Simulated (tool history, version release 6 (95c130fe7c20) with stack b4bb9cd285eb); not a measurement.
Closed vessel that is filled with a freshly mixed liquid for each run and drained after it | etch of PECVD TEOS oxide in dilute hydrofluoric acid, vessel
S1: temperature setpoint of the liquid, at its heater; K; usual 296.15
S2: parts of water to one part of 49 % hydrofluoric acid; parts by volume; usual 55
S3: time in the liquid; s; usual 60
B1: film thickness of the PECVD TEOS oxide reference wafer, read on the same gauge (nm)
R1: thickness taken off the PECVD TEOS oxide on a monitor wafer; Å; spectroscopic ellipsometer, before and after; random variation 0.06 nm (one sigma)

{"run": 1, "hour": 0.0, "S1": 296.15, "S2": 55, "S3": 60, "B1": 79.97, "R1": 187.6}
{"run": 2, "hour": 44.9, "S1": 296.15, "S2": 55, "S3": 60, "B1": 79.99, "R1": 188.5}
{"run": 3, "hour": 129.1, "S1": 294.65, "S2": 55, "S3": 85, "B1": 80.02, "R1": 251.4}
{"run": 4, "hour": 175.7, "S1": 296.15, "S2": 55, "S3": 60, "B1": 79.95, "R1": 190.8}
{"run": 5, "hour": 277.1, "S1": 296.15, "S2": 55, "S3": 60, "B1": 80.02, "R1": 192.3}
{"hour": 284.4, "done": "hydrofluoric acid flow meter replaced"}
{"run": 6, "hour": 339.8, "S1": 296.15, "S2": 55, "S3": 60, "B1": 79.98, "R1": 185.5}
{"run": 7, "hour": 430.7, "S1": 296.15, "S2": 55, "S3": 60, "B1": 80.01, "R1": 186.0}
{"run": 8, "hour": 489.5, "S1": 294.15, "S2": 45, "S3": 60, "B1": 80.0, "R1": 212.1}
{"hour": 505.0, "done": "thermometer replaced"}
{"run": 9, "hour": 561.6, "S1": 294.15, "S2": 45, "S3": 60, "B1": 80.02, "R1": 206.9}
{"run": 10, "hour": 651.1, "S1": 292.65, "S2": 75, "S3": 60, "B1": 80.01, "R1": 114.4}
{"run": 11, "hour": 729.5, "S1": 296.15, "S2": 55, "S3": 60, "B1": 80.0, "R1": 184.3}
{"hour": 743.8, "done": "gauge calibrated"}
{"run": 12, "hour": 823.5, "S1": 294.15, "S2": 70, "S3": 60, "B1": 79.98, "R1": 132.6}
{"hour": 834.3, "done": "hydrofluoric acid flow meter replaced"}
{"run": 13, "hour": 885.4, "S1": 298.15, "S2": 80, "S3": 60, "B1": 79.99, "R1": 128.8}
{"run": 14, "hour": 1169.4, "S1": 296.15, "S2": 55, "S3": 30, "B1": 79.97, "R1": 91.6}
{"run": 15, "hour": 1220.6, "S1": 296.15, "S2": 55, "S3": 60, "B1": 79.97, "R1": 183.2}
{"run": 16, "hour": 1277.3, "S1": 300.65, "S2": 80, "S3": 35, "B1": 79.97, "R1": 86.0}
{"run": 17, "hour": 1357.4, "S1": 296.15, "S2": 70, "S3": 40, "B1": 80.03, "R1": 95.4}
{"hour": 1419.1, "done": "hydrofluoric acid flow meter replaced"}
{"run": 18, "hour": 1445.8, "S1": 301.15, "S2": 35, "S3": 95, "B1": 79.99, "R1": 573.3}

The tool's hidden state at each run:
gauge reads high (%): 0 in every run
H1: liquid hotter than its thermometer reads (K)
H2: hydrofluoric acid flow above the setpoint (%)
run=1 H1=0.542 H2=3.11
run=2 H1=0.554 H2=3.37
run=3 H1=0.575 H2=3.86
run=4 H1=0.587 H2=4.13
run=5 H1=0.613 H2=4.72
run=6 H1=0.629 H2=1.11
run=7 H1=0.652 H2=1.64
run=8 H1=0.668 H2=1.98
run=9 H1=0.0183 H2=2.4
run=10 H1=0.0412 H2=2.92
run=11 H1=0.0612 H2=3.38
run=12 H1=0.0853 H2=3.93
run=13 H1=0.101 H2=0.437
run=14 H1=0.174 H2=2.09
run=15 H1=0.187 H2=2.39
run=16 H1=0.201 H2=2.72
run=17 H1=0.222 H2=3.19
run=18 H1=0.244 H2=1.14
